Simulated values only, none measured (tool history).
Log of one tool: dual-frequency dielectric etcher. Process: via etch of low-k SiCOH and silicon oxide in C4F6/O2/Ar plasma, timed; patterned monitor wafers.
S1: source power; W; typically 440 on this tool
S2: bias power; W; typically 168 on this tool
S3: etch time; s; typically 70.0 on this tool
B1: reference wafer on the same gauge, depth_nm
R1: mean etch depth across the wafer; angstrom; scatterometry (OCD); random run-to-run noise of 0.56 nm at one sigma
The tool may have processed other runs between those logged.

run,hour,S1,S2,S3,B1,R1
1,0.0,480,168,70.0,153.1,1837
2,89.2,480,168,70.0,152.9,1841
# hour 145.7: wet clean of the chamber
3,146.2,440,168,63.0,153.1,1603
4,226.3,440,168,63.0,153.0,1595
5,306.9,440,168,63.0,153.0,1599
6,392.5,440,137,70.0,152.9,1603
7,487.2,440,137,70.0,152.9,1612
8,582.3,440,137,70.0,153.0,1604
# hour 663.6: wet clean of the chamber
9,664.1,440,136,70.0,153.0,1598
10,749.5,440,136,70.0,153.0,1601
11,824.7,390,168,70.0,152.9,1693
12,873.0,390,168,70.0,152.9,1696
# hour 945.5: upper electrode replaced
13,951.0,440,168,70.0,152.9,1771
# hour 986.2: gauge calibrated
14,995.1,440,168,70.0,153.1,1766
15,1042.3,440,168,70.0,153.0,1776
# hour 1121.3: bias power generator calibrated
16,1138.6,510,191,89.0,153.1,2514
17,1226.7,440,203,77.0,153.0,2122
18,1280.7,500,168,70.0,153.0,1856
# hour 1320.3: wet clean of the chamber
19,1388.6,480,168,70.0,152.9,1813
20,1429.7,440,200,80.5,153.1,2207
21,1485.7,440,168,85.5,152.9,2146
# hour 1559.4: source power generator calibrated
22,1566.4,350,168,70.0,153.1,1659
23,1648.7,440,128,61.5,152.9,1384
24,1730.6,520,131,83.5,153.0,2034
25,1802.8,390,168,59.0,153.1,1454
26,1889.6,440,133,80.0,153.1,1826
# hour 1970.8: wet clean of the chamber
27,1985.6,440,168,70.0,153.0,1803
28,2035.5,440,137,70.0,153.0,1623

3 ways to go on from here, each from the tool as it stands after run 28. What would each give?
A,2035.9,440,168,70.0,?,?
B,2035.9,440,189,83.0,?,?
C,2035.9,550,168,52.5,?,?

run,B1,R1
A,153.1,1797
B,153.1,2253
C,153.1,1463
Had the tool no hidden state, the same runs would have come out as:
run,R1
A,1795
B,2250
C,1462
